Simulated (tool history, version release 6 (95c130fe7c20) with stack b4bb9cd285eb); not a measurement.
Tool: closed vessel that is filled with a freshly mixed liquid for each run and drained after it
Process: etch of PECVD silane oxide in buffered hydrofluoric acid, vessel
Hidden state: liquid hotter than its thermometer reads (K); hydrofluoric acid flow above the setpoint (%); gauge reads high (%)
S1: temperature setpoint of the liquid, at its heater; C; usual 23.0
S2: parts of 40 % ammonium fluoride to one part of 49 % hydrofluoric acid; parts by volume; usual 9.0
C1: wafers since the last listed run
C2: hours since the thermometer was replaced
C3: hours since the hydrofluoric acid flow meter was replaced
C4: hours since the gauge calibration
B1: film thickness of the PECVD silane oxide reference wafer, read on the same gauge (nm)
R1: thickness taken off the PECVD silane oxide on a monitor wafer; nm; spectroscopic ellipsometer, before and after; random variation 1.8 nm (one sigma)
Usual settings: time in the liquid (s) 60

Run 1, day 0.000: usual settings; C1 0; C2 1382.7; C3 1751.6; C4 71.1; B1 130.00. Result: R1 294.65 nm.
Run 2, day 9.592: usual settings; C1 23447; C2 1612.9; C3 1981.8; C4 301.3; B1 130.04. Result: R1 302.78 nm.
Run 3, day 21.833: usual settings; C1 29925; C2 1906.7; C3 2275.6; C4 595.1; B1 129.98. Result: R1 311.90 nm.
Run 4, day 25.838: usual settings; C1 9788; C2 2002.8; C3 2371.7; C4 691.2; B1 129.98. Result: R1 312.36 nm.
Run 5, day 28.821: usual settings; C1 7293; C2 2074.4; C3 2443.3; C4 762.8; B1 129.98. Result: R1 313.54 nm.
Run 6, day 31.512: usual settings; C1 6580; C2 2139.0; C3 2507.9; C4 827.4; B1 129.97. Result: R1 312.50 nm.
Run 7, day 34.942: usual settings; C1 8382; C2 2221.3; C3 2590.2; C4 909.7; B1 130.01. Result: R1 319.27 nm.
At day 37.921: hydrofluoric acid flow meter replaced.
Run 8, day 37.979: usual settings; C1 7323; C2 2294.2; C3 1.4; C4 982.6; B1 129.98. Result: R1 298.97 nm.
Run 9, day 39.762: usual settings; C1 4359; C2 2337.0; C3 44.2; C4 1025.4; B1 130.04. Result: R1 298.73 nm.
At day 42.012: thermometer replaced.
Run 10, day 43.671: usual settings but S1 27.5 C, S2 6.0 parts by volume; C1 9452; C2 39.8; C3 138.0; C4 1119.2; B1 129.98. Result: R1 514.55 nm.
Run 11, day 47.588: usual settings but S2 7.5 parts by volume, time in the liquid (s) 85; C1 9574; C2 133.8; C3 232.0; C4 1213.2; B1 129.99. Result: R1 467.00 nm.
Run 12, day 49.854: usual settings but S1 26.5 C; C1 5541; C2 188.2; C3 286.4; C4 1267.6; B1 129.97. Result: R1 330.21 nm.
At day 51.721: gauge calibrated.
Run 13, day 51.921: usual settings but S2 6.5 parts by volume, time in the liquid (s) 80; C1 5052; C2 237.8; C3 336.0; C4 4.8; B1 130.00. Result: R1 502.46 nm.
Run 14, day 56.133: usual settings but S1 27.5 C, S2 6.0 parts by volume; C1 10297; C2 338.9; C3 437.1; C4 105.9; B1 130.01. Result: R1 524.37 nm.
Run 15, day 57.829: usual settings but S2 7.5 parts by volume, time in the liquid (s) 85; C1 4145; C2 379.6; C3 477.8; C4 146.6; B1 129.97. Result: R1 480.02 nm.
Run 16, day 60.983: usual settings but S1 26.5 C; C1 7710; C2 455.3; C3 553.5; C4 222.3; B1 129.98. Result: R1 334.22 nm.
Run 17, day 65.196: usual settings but S1 21.5 C, time in the liquid (s) 30; C1 10297; C2 556.4; C3 654.6; C4 323.4; B1 129.96. Result: R1 127.82 nm.
Run 18, day 69.467: usual settings but S1 27.0 C, time in the liquid (s) 75; C1 10440; C2 658.9; C3 757.1; C4 425.9; B1 129.99. Result: R1 436.05 nm.

Some steps in R1 between neighbouring runs. How much of each would the tool show without its hidden state too (settings, what came in, random variation), and how much is left for the hidden state, with any gauge scatter that isn't in both results?
Run 9 -> 10: S1 23.0 -> 27.5, S2 9.0 -> 6.0, thermometer replaced. R1 +215.82 nm: hidden state -27.19, all else +243.01.
Run 17 -> 18: S1 21.5 -> 27.0, time in the liquid (s) 30 -> 75. R1 +308.23 nm: hidden state +21.80, all else +286.43.
